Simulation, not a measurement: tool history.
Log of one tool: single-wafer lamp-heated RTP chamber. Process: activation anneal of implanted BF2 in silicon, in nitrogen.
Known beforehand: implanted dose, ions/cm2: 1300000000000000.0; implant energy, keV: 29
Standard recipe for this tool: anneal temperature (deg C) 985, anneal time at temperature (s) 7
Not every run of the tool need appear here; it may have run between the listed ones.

| run | day | anneal temperature (deg C) | anneal time at temperature (s) | read-back reference wafer on the same gauge, sheet resistance | sheet resistance of the implanted and annealed layer (ohm/square) |
|---|---|---|---|---|---|
| 1 | 0.000 | 985 | 7 | 185.75 | 185.67 |
| 2 | 0.433 | 962 | 10 | 185.76 | 208.80 |
| 3 | 0.896 | 962 | 10 | 185.81 | 207.82 |
| 4 | 1.567 | 985 | 7 | 185.59 | 184.84 |
| 5 | 2.292 | 985 | 7 | 185.69 | 184.21 |
| 6 | 3.021 | 985 | 7 | 186.38 | 185.57 |
| 7 | 3.625 | 985 | 7 | 185.72 | 183.63 |
| 8 | 4.329 | 985 | 7 | 186.42 | 183.55 |
| 9 | 5.288 | 985 | 10 | 185.99 | 177.67 |
| 10 | 5.896 | 985 | 10 | 185.91 | 177.95 |
| 11 | 6.962 | 985 | 10 | 185.97 | 185.40 |
| 12 | 6.979 | 991 | 7 | 186.01 | 185.02 |
| 13 | 7.404 | 991 | 7 | 185.69 | 183.86 |
| 14 | 8.050 | 967 | 4 | 185.65 | 214.19 |
| 15 | 8.342 | 985 | 7 | 185.83 | 190.11 |
| 16 | 8.808 | 1011 | 10 | 186.01 | 158.27 |
| 17 | 9.188 | 972 | 9 | 185.98 | 201.61 |
| 18 | 9.838 | 1001 | 7 | 186.20 | 172.46 |
| 19 | 10.279 | 985 | 7 | 186.04 | 188.65 |
| 20 | 11.379 | 973 | 6 | 186.00 | 202.14 |
| 21 | 11.708 | 976 | 9 | 186.24 | 196.55 |
| 22 | 13.467 | 993 | 7 | 186.15 | 180.58 |
| 23 | 14.504 | 975 | 8 | 185.92 | 196.61 |
| 24 | 15.529 | 1001 | 9 | 186.04 | 166.78 |
| 25 | 15.817 | 985 | 7 | 185.69 | 186.55 |
| 26 | 16.479 | 985 | 3 | 185.93 | 193.05 |

Not shown: 4 entries that the log had between the listed runs. Between which runs, and how does the tool's hidden state differ before and after?
Run 10 -> run 11: pyrometer window cleaned and pyrometer calibrated (day 6.812); reflector plate cleaned (day 6.942)
  true wafer temperature minus pyrometer reading, K: 7.79 -> 0.111
  measured minus no-state result, sheet resistance of the implanted and annealed layer (ohm/square): -8.85 -> -0.13
Run 17 -> run 18: gauge calibrated (day 9.675)
  true wafer temperature minus pyrometer reading, K: 1.11 -> 1.4
  measured minus no-state result, sheet resistance of the implanted and annealed layer (ohm/square): -1.33 -> -1.38
Run 22 -> run 23: reflector plate cleaned (day 14.483)
  true wafer temperature minus pyrometer reading, K: 3.04 -> 3.51
  measured minus no-state result, sheet resistance of the implanted and annealed layer (ohm/square): -3.16 -> -4.06
